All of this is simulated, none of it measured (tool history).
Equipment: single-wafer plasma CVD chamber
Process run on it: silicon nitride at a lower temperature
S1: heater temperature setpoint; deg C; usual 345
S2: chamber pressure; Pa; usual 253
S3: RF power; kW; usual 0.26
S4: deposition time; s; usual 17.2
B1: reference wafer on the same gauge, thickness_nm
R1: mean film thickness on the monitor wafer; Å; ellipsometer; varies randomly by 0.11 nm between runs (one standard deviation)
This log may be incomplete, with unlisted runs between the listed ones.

run   hour   S1   S2     S3    S4      B1      R1
  1      0  345  253   0.26  17.2  21.308  199.32
  2   13.4  345  253   0.26  17.2  21.248  197.86
  3   19.7  345  232   0.26  17.2  21.311  192.56
  4   31.8  345  253   0.26  17.2  21.295  198.16
  5   40.9  345  253   0.26  17.2  21.301  196.94
  6   49.8  345  253   0.26  17.2  21.267  197.81
  7   59.7  345  253   0.26  17.2  21.295  195.15
  8     76  345  253   0.24  17.2  21.306   188.1
  9   85.4  345  253   0.24  17.2  21.308  187.48
       143  -- showerhead replaced
 10  143.5  336  253   0.26  15.9  21.308  183.32
 11  168.3  345  253  0.225  17.2  21.347  177.34
 12  180.1  345  253  0.225  17.2  21.294  179.09
 13  191.1  350  253  0.235  17.2  21.298  184.65
 14  200.7  345  311   0.26  17.2  21.259  205.47
 15  216.7  351  303   0.26  17.2   21.26  202.25
     218.7  -- gauge calibrated
 16  233.4  345  193  0.285  17.2  21.332  191.44
 17  240.2  356  223   0.26  17.2    21.3  188.93
     257.5  -- thermocouple changed; heater temperature recalibrated
 18    258  345  253   0.26  17.2  21.281  196.89
 19  258.3  351  303   0.26  17.2  21.295  202.32
 20  267.4  345  283  0.295  15.8  21.299  199.19
     287.8  -- capacitance manometer re-zeroed and calibrated
 21  288.3  345  253   0.26  16.1  21.281  182.38
 22    296  359  253   0.26  18.8  21.271   214.8
 23  305.6  345  253   0.26  17.2  21.286  193.75
     316.2  -- RF generator calibrated
 24  321.7  341  253   0.23  17.2  21.283  188.19
 25  330.8  345  305   0.26  19.6  21.306  244.83
 26  339.2  345  212   0.26  15.1   21.32   171.4
 27  356.3  333  228   0.31  17.2  21.279  223.44
 28  367.9  345  253   0.26  17.2  21.282   205.2
 29  377.1  345  309   0.26  17.2  21.298  215.51
 30  415.6  345  253   0.26  16.2  21.257  194.49

Here are 3 independent what-if runs from the current tool condition. What would each one return?
  A   416  345  253  0.26  17.2   ?   ?
  B   416  345  253  0.26  14.7   ?   ?
  C   416  358  253  0.26  14.7   ?   ?

run      B1      R1
  A  21.269  203.16
  B  21.269  173.69
  C  21.269  172.94
Stripped of hidden state, with their random variation kept, the same runs would have yielded:
run      R1
  A  205.25
  B  175.48
  C  174.72

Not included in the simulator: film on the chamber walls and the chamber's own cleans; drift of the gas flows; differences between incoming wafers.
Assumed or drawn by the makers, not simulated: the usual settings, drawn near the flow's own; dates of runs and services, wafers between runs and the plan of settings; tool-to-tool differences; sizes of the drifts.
